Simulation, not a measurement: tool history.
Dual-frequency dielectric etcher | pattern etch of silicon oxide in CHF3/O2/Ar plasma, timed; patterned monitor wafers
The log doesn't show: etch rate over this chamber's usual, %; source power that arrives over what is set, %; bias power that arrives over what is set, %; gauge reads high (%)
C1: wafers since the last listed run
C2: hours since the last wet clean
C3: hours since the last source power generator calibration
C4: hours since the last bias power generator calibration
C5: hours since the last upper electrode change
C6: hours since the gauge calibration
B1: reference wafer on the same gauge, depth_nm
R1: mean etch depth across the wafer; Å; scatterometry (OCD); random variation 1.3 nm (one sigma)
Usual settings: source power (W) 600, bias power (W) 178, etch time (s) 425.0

Run 1, day 0.000: usual settings; C1 0; C2 388.2; C3 3356.9; C4 2943.9; C5 5236.7; C6 90.7; B1 804.7. Result: R1 8307 Å.
Run 2, day 1.142: usual settings; C1 67; C2 415.6; C3 3384.3; C4 2971.3; C5 5264.1; C6 118.1; B1 804.2. Result: R1 8262 Å.
Run 3, day 1.988: usual settings but source power (W) 560, etch time (s) 475.0; C1 50; C2 435.9; C3 3404.6; C4 2991.6; C5 5284.4; C6 138.4; B1 804.2. Result: R1 8963 Å.
Run 4, day 3.279: usual settings but source power (W) 560, etch time (s) 475.0; C1 76; C2 466.9; C3 3435.6; C4 3022.6; C5 5315.4; C6 169.4; B1 803.5. Result: R1 8975 Å.
Run 5, day 4.012: usual settings but bias power (W) 198, etch time (s) 333.5; C1 43; C2 484.5; C3 3453.2; C4 3040.2; C5 5333.0; C6 187.0; B1 804.3. Result: R1 6755 Å.
Run 6, day 4.700: usual settings but bias power (W) 198, etch time (s) 333.5; C1 40; C2 501.0; C3 3469.7; C4 3056.7; C5 5349.5; C6 203.5; B1 804.1. Result: R1 6748 Å.
Run 7, day 6.100: usual settings but bias power (W) 198, etch time (s) 333.5; C1 82; C2 534.6; C3 3503.3; C4 3090.3; C5 5383.1; C6 237.1; B1 803.9. Result: R1 6706 Å.
Run 8, day 7.562: usual settings but source power (W) 700; C1 86; C2 569.7; C3 3538.4; C4 3125.4; C5 5418.2; C6 272.2; B1 804.0. Result: R1 8778 Å.
Run 9, day 8.442: usual settings but bias power (W) 211, etch time (s) 337.0; C1 52; C2 590.8; C3 3559.5; C4 3146.5; C5 5439.3; C6 293.3; B1 804.0. Result: R1 6948 Å.
At day 8.738: source power generator calibrated.
At day 9.738: wet clean of the chamber.
Run 10, day 9.758: usual settings but bias power (W) 135; C1 8; C2 0.5; C3 24.5; C4 3178.1; C5 5470.9; C6 324.9; B1 803.9. Result: R1 7597 Å.
At day 10.600: bias power generator calibrated.
At day 11.058: upper electrode replaced.
Run 11, day 11.079: usual settings; C1 41; C2 32.2; C3 56.2; C4 11.5; C5 0.5; C6 356.6; B1 804.0. Result: R1 8392 Å.
At day 11.688: gauge calibrated.
Run 12, day 13.096: usual settings but source power (W) 520, etch time (s) 356.5; C1 119; C2 80.6; C3 104.6; C4 59.9; C5 48.9; C6 33.8; B1 804.3. Result: R1 6637 Å.
Run 13, day 14.362: usual settings but source power (W) 460, etch time (s) 543.5; C1 74; C2 111.0; C3 135.0; C4 90.3; C5 79.3; C6 64.2; B1 804.3. Result: R1 9577 Å.
Run 14, day 15.033: usual settings but etch time (s) 546.5; C1 39; C2 127.1; C3 151.1; C4 106.4; C5 95.4; C6 80.3; B1 803.7. Result: R1 10724 Å.
Run 15, day 15.850: usual settings but source power (W) 510, bias power (W) 165, etch time (s) 344.5; C1 48; C2 146.7; C3 170.7; C4 126.0; C5 115.0; C6 99.9; B1 803.6. Result: R1 6152 Å.
Run 16, day 17.229: usual settings; C1 81; C2 179.8; C3 203.8; C4 159.1; C5 148.1; C6 133.0; B1 804.1. Result: R1 8339 Å.

3 ways to go on from here, each from the tool as it stands after run 16. What would each give?
Run A, day 17.250: usual settings; C1 1; C2 180.3; C3 204.3; C4 159.6; C5 148.6; C6 133.5; B1 ?. Result: R1 ?.
Run B, day 17.250: usual settings but bias power (W) 212, etch time (s) 305.0; C1 1; C2 180.3; C3 204.3; C4 159.6; C5 148.6; C6 133.5; B1 ?. Result: R1 ?.
Run C, day 17.250: usual settings but etch time (s) 529.5; C1 1; C2 180.3; C3 204.3; C4 159.6; C5 148.6; C6 133.5; B1 ?. Result: R1 ?.

run     B1     R1
  A  804.0   8320
  B  804.0   6368
  C  804.0  10366
Without the tool's hidden state the same runs would have given:
run     R1
  A   8358
  B   6397
  C  10412

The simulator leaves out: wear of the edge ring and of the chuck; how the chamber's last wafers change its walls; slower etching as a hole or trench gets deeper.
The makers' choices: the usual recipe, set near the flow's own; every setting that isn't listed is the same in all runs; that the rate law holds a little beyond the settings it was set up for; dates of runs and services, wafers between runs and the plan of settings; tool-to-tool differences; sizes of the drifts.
